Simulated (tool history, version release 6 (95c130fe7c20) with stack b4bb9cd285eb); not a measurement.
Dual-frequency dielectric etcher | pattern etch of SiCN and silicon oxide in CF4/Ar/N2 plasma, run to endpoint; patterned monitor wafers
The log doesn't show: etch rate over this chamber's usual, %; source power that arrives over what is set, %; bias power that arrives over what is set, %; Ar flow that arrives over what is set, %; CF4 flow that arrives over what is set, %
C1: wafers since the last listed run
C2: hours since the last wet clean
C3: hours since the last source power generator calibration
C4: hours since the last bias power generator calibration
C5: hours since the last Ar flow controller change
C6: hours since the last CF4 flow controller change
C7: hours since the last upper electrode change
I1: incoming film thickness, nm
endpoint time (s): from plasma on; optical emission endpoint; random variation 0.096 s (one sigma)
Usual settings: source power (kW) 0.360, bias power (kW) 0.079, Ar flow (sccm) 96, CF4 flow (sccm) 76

{"run": 1, "day": 0.0, "source power (kW)": 0.36, "bias power (kW)": 0.079, "Ar flow (sccm)": 96, "CF4 flow (sccm)": 76, "C1": 0, "C2": 87.6, "C3": 1361.3, "C4": 4168.9, "C5": 4944.1, "C6": 2873.5, "C7": 1732.5, "I1": 13.5, "endpoint time (s)": 19.4}
{"run": 2, "day": 4.333, "source power (kW)": 0.36, "bias power (kW)": 0.079, "Ar flow (sccm)": 96, "CF4 flow (sccm)": 76, "C1": 2055, "C2": 191.6, "C3": 1465.3, "C4": 4272.9, "C5": 5048.1, "C6": 2977.5, "C7": 1836.5, "I1": 13.47, "endpoint time (s)": 19.2}
{"run": 3, "day": 7.171, "source power (kW)": 0.36, "bias power (kW)": 0.079, "Ar flow (sccm)": 96, "CF4 flow (sccm)": 76, "C1": 1345, "C2": 259.7, "C3": 1533.4, "C4": 4341.0, "C5": 5116.2, "C6": 3045.6, "C7": 1904.6, "I1": 13.42, "endpoint time (s)": 19.3}
{"day": 9.254, "done": "source power generator calibrated"}
{"run": 4, "day": 11.408, "source power (kW)": 0.36, "bias power (kW)": 0.079, "Ar flow (sccm)": 96, "CF4 flow (sccm)": 76, "C1": 1930, "C2": 361.4, "C3": 51.7, "C4": 4442.7, "C5": 5217.9, "C6": 3147.3, "C7": 2006.3, "I1": 13.54, "endpoint time (s)": 20.5}
{"run": 5, "day": 13.233, "source power (kW)": 0.36, "bias power (kW)": 0.079, "Ar flow (sccm)": 96, "CF4 flow (sccm)": 76, "C1": 865, "C2": 405.2, "C3": 95.5, "C4": 4486.5, "C5": 5261.7, "C6": 3191.1, "C7": 2050.1, "I1": 13.36, "endpoint time (s)": 20.2}
{"run": 6, "day": 14.829, "source power (kW)": 0.36, "bias power (kW)": 0.07, "Ar flow (sccm)": 96, "CF4 flow (sccm)": 76, "C1": 756, "C2": 443.5, "C3": 133.8, "C4": 4524.8, "C5": 5300.0, "C6": 3229.4, "C7": 2088.4, "I1": 13.49, "endpoint time (s)": 20.8}
{"day": 15.125, "done": "Ar flow controller replaced"}
{"run": 7, "day": 16.9, "source power (kW)": 0.36, "bias power (kW)": 0.07, "Ar flow (sccm)": 96, "CF4 flow (sccm)": 76, "C1": 863, "C2": 493.2, "C3": 183.5, "C4": 4574.5, "C5": 42.6, "C6": 3279.1, "C7": 2138.1, "I1": 13.38, "endpoint time (s)": 20.5}
{"day": 18.367, "done": "wet clean of the chamber"}
{"run": 8, "day": 21.154, "source power (kW)": 0.36, "bias power (kW)": 0.079, "Ar flow (sccm)": 85, "CF4 flow (sccm)": 76, "C1": 1543, "C2": 66.9, "C3": 285.6, "C4": 4676.6, "C5": 144.7, "C6": 3381.2, "C7": 2240.2, "I1": 13.5, "endpoint time (s)": 19.4}
{"run": 9, "day": 25.375, "source power (kW)": 0.36, "bias power (kW)": 0.079, "Ar flow (sccm)": 85, "CF4 flow (sccm)": 76, "C1": 2001, "C2": 168.2, "C3": 386.9, "C4": 4777.9, "C5": 246.0, "C6": 3482.5, "C7": 2341.5, "I1": 13.44, "endpoint time (s)": 19.4}
{"day": 28.342, "done": "upper electrode replaced"}
{"run": 10, "day": 29.204, "source power (kW)": 0.36, "bias power (kW)": 0.067, "Ar flow (sccm)": 115, "CF4 flow (sccm)": 76, "C1": 1341, "C2": 260.1, "C3": 478.8, "C4": 4869.8, "C5": 337.9, "C6": 3574.4, "C7": 20.7, "I1": 13.59, "endpoint time (s)": 21.0}
{"run": 11, "day": 32.175, "source power (kW)": 0.36, "bias power (kW)": 0.095, "Ar flow (sccm)": 96, "CF4 flow (sccm)": 84, "C1": 1408, "C2": 331.4, "C3": 550.1, "C4": 4941.1, "C5": 409.2, "C6": 3645.7, "C7": 92.0, "I1": 13.4, "endpoint time (s)": 18.9}
{"day": 35.642, "done": "wet clean of the chamber"}
{"run": 12, "day": 36.004, "source power (kW)": 0.36, "bias power (kW)": 0.068, "Ar flow (sccm)": 96, "CF4 flow (sccm)": 76, "C1": 1341, "C2": 8.7, "C3": 642.0, "C4": 5033.0, "C5": 501.1, "C6": 3737.6, "C7": 183.9, "I1": 13.52, "endpoint time (s)": 19.8}
{"run": 13, "day": 39.862, "source power (kW)": 0.32, "bias power (kW)": 0.079, "Ar flow (sccm)": 87, "CF4 flow (sccm)": 76, "C1": 1829, "C2": 101.3, "C3": 734.6, "C4": 5125.6, "C5": 593.7, "C6": 3830.2, "C7": 276.5, "I1": 13.32, "endpoint time (s)": 21.3}
{"day": 41.325, "done": "bias power generator calibrated"}
{"run": 14, "day": 42.038, "source power (kW)": 0.4, "bias power (kW)": 0.06, "Ar flow (sccm)": 114, "CF4 flow (sccm)": 61, "C1": 952, "C2": 153.5, "C3": 786.8, "C4": 17.1, "C5": 645.9, "C6": 3882.4, "C7": 328.7, "I1": 13.42, "endpoint time (s)": 19.7}
{"run": 15, "day": 45.567, "source power (kW)": 0.36, "bias power (kW)": 0.079, "Ar flow (sccm)": 96, "CF4 flow (sccm)": 76, "C1": 1673, "C2": 238.2, "C3": 871.5, "C4": 101.8, "C5": 730.6, "C6": 3967.1, "C7": 413.4, "I1": 13.37, "endpoint time (s)": 19.3}
{"run": 16, "day": 47.1, "source power (kW)": 0.31, "bias power (kW)": 0.087, "Ar flow (sccm)": 96, "CF4 flow (sccm)": 76, "C1": 727, "C2": 275.0, "C3": 908.3, "C4": 138.6, "C5": 767.4, "C6": 4003.9, "C7": 450.2, "I1": 13.44, "endpoint time (s)": 22.6}
{"run": 17, "day": 49.9, "source power (kW)": 0.28, "bias power (kW)": 0.079, "Ar flow (sccm)": 118, "CF4 flow (sccm)": 76, "C1": 1327, "C2": 342.2, "C3": 975.5, "C4": 205.8, "C5": 834.6, "C6": 4071.1, "C7": 517.4, "I1": 13.36, "endpoint time (s)": 26.1}
{"run": 18, "day": 53.917, "source power (kW)": 0.36, "bias power (kW)": 0.079, "Ar flow (sccm)": 96, "CF4 flow (sccm)": 76, "C1": 1904, "C2": 438.6, "C3": 1071.9, "C4": 302.2, "C5": 931.0, "C6": 4167.5, "C7": 613.8, "I1": 13.62, "endpoint time (s)": 19.9}
{"day": 55.754, "done": "wet clean of the chamber"}
{"day": 56.85, "done": "CF4 flow controller replaced"}
{"run": 19, "day": 58.742, "source power (kW)": 0.36, "bias power (kW)": 0.088, "Ar flow (sccm)": 103, "CF4 flow (sccm)": 76, "C1": 1695, "C2": 71.7, "C3": 1187.7, "C4": 418.0, "C5": 1046.8, "C6": 45.4, "C7": 729.6, "I1": 13.42, "endpoint time (s)": 19.0}
{"run": 20, "day": 62.429, "source power (kW)": 0.33, "bias power (kW)": 0.071, "Ar flow (sccm)": 102, "CF4 flow (sccm)": 76, "C1": 1748, "C2": 160.2, "C3": 1276.2, "C4": 506.5, "C5": 1135.3, "C6": 133.9, "C7": 818.1, "I1": 13.38, "endpoint time (s)": 21.5}
{"run": 21, "day": 66.004, "source power (kW)": 0.36, "bias power (kW)": 0.084, "Ar flow (sccm)": 87, "CF4 flow (sccm)": 76, "C1": 1695, "C2": 246.0, "C3": 1362.0, "C4": 592.3, "C5": 1221.1, "C6": 219.7, "C7": 903.9, "I1": 13.35, "endpoint time (s)": 18.7}
{"run": 22, "day": 68.483, "source power (kW)": 0.36, "bias power (kW)": 0.093, "Ar flow (sccm)": 96, "CF4 flow (sccm)": 67, "C1": 1175, "C2": 305.5, "C3": 1421.5, "C4": 651.8, "C5": 1280.6, "C6": 279.2, "C7": 963.4, "I1": 13.49, "endpoint time (s)": 19.1}
{"run": 23, "day": 72.721, "source power (kW)": 0.4, "bias power (kW)": 0.079, "Ar flow (sccm)": 96, "CF4 flow (sccm)": 76, "C1": 2009, "C2": 407.2, "C3": 1523.2, "C4": 753.5, "C5": 1382.3, "C6": 380.9, "C7": 1065.1, "I1": 13.34, "endpoint time (s)": 17.2}
{"day": 76.596, "done": "wet clean of the chamber"}
{"run": 24, "day": 76.767, "source power (kW)": 0.36, "bias power (kW)": 0.067, "Ar flow (sccm)": 115, "CF4 flow (sccm)": 76, "C1": 1444, "C2": 4.1, "C3": 1620.3, "C4": 850.6, "C5": 1479.4, "C6": 478.0, "C7": 1162.2, "I1": 13.36, "endpoint time (s)": 20.0}

How the hidden state differs across the entries between the runs, from the last listed run before each to the first after it:
Between runs 3 and 4: source power generator calibrated (day 9.254)
  etch rate over this chamber's usual, %: -1.39 -> -1.86; source power that arrives over what is set, %: 5.28 -> 0.714
  measured less the result without the state, endpoint time (s): -0.7 -> +0.2
Between runs 6 and 7: Ar flow controller replaced (day 15.125)
  etch rate over this chamber's usual, %: -2.24 -> -2.47; source power that arrives over what is set, %: 1.32 -> 1.65
  measured less the result without the state, endpoint time (s): +0.2 -> +0.2
Between runs 7 and 8: wet clean of the chamber (day 18.367)
  etch rate over this chamber's usual, %: -2.47 -> -0.652; source power that arrives over what is set, %: 1.65 -> 2.26
  measured less the result without the state, endpoint time (s): +0.2 -> -0.3
Between runs 9 and 10: upper electrode replaced (day 28.342)
  etch rate over this chamber's usual, %: -1.12 -> -1.55; source power that arrives over what is set, %: 2.76 -> 3.15
  measured less the result without the state, endpoint time (s): -0.3 -> -0.3
Between runs 11 and 12: wet clean of the chamber (day 35.642)
  etch rate over this chamber's usual, %: -1.88 -> -0.125; source power that arrives over what is set, %: 3.42 -> 3.71
  measured less the result without the state, endpoint time (s): -0.3 -> -0.7
Between runs 13 and 14: bias power generator calibrated (day 41.325)
  etch rate over this chamber's usual, %: -0.553 -> -0.794; source power that arrives over what is set, %: 3.97 -> 4.1
  measured less the result without the state, endpoint time (s): -0.7 -> -0.6
Between runs 18 and 19: wet clean of the chamber (day 55.754); CF4 flow controller replaced (day 56.850)
  etch rate over this chamber's usual, %: -2.11 -> -0.218; source power that arrives over what is set, %: 4.64 -> 4.8
  measured less the result without the state, endpoint time (s): -0.5 -> -0.9
Between runs 23 and 24: wet clean of the chamber (day 76.596)
  etch rate over this chamber's usual, %: -1.77 -> 0.0277; source power that arrives over what is set, %: 5.12 -> 5.18
  measured less the result without the state, endpoint time (s): -0.6 -> -1.1
